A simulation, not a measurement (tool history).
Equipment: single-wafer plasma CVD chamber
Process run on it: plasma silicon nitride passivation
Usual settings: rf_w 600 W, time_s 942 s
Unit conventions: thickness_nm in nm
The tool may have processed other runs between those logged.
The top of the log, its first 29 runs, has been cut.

run     day  rf_w  time_s  wafers since the last listed run  hours since the last RF generator calibration  hours since the showerhead was replaced  hours since the gauge calibration  read-back reference wafer on the same gauge, thickness_nm  thickness_nm
 30  32.342   600    1083                                56                                          144.1                                    297.6                               90.9                                                   1439.193      1670.276
 31  33.308   495     784                                43                                          167.3                                    320.8                              114.1                                                   1440.521      1086.306
 32  34.225   640    1065                                40                                          189.3                                    342.8                              136.1                                                   1439.861      1693.411
 33  34.762   540     942                                23                                          202.2                                    355.7                              149.0                                                   1438.335      1366.930
 34  35.896   690     763                                50                                          229.4                                    382.9                              176.2                                                   1440.377      1259.136
 35  37.142   600     942                                55                                          259.3                                    412.8                              206.1                                                   1440.625      1439.477
 36  37.975   670    1007                                37                                          279.3                                    432.8                              226.1                                                   1439.761      1631.576
 37  38.850   635     942                                38                                          300.3                                    453.8                              247.1                                                   1440.859      1481.175
 38  40.317   555     942                                65                                          335.5                                    489.0                              282.3                                                   1439.122      1384.558
 39  44.479   600     993                               185                                          435.4                                    588.9                              382.2                                                   1439.819      1515.000

5 options for the next run, each taken on its own from the tool as it stands now. Forecast them:
  A  44.508   600     811                                 1                                          436.1                                    589.6                              382.9                                                          ?             ?
  B  44.508   520    1112                                 1                                          436.1                                    589.6                              382.9                                                          ?             ?
  C  44.508   635     775                                 1                                          436.1                                    589.6                              382.9                                                          ?             ?
  D  44.508   685     942                                 1                                          436.1                                    589.6                              382.9                                                          ?             ?
  E  44.508   665     845                                 1                                          436.1                                    589.6                              382.9                                                          ?             ?

run  read-back reference wafer on the same gauge, thickness_nm  thickness_nm
  A                                                   1440.095      1232.913
  B                                                   1440.095      1565.044
  C                                                   1440.095      1212.083
  D                                                   1440.095      1527.836
  E                                                   1440.095      1351.426
What these runs would have given with no unlogged condition in the tool:
run  thickness_nm
  A      1268.707
  B      1610.479
  C      1247.272
  D      1572.191
  E      1390.660

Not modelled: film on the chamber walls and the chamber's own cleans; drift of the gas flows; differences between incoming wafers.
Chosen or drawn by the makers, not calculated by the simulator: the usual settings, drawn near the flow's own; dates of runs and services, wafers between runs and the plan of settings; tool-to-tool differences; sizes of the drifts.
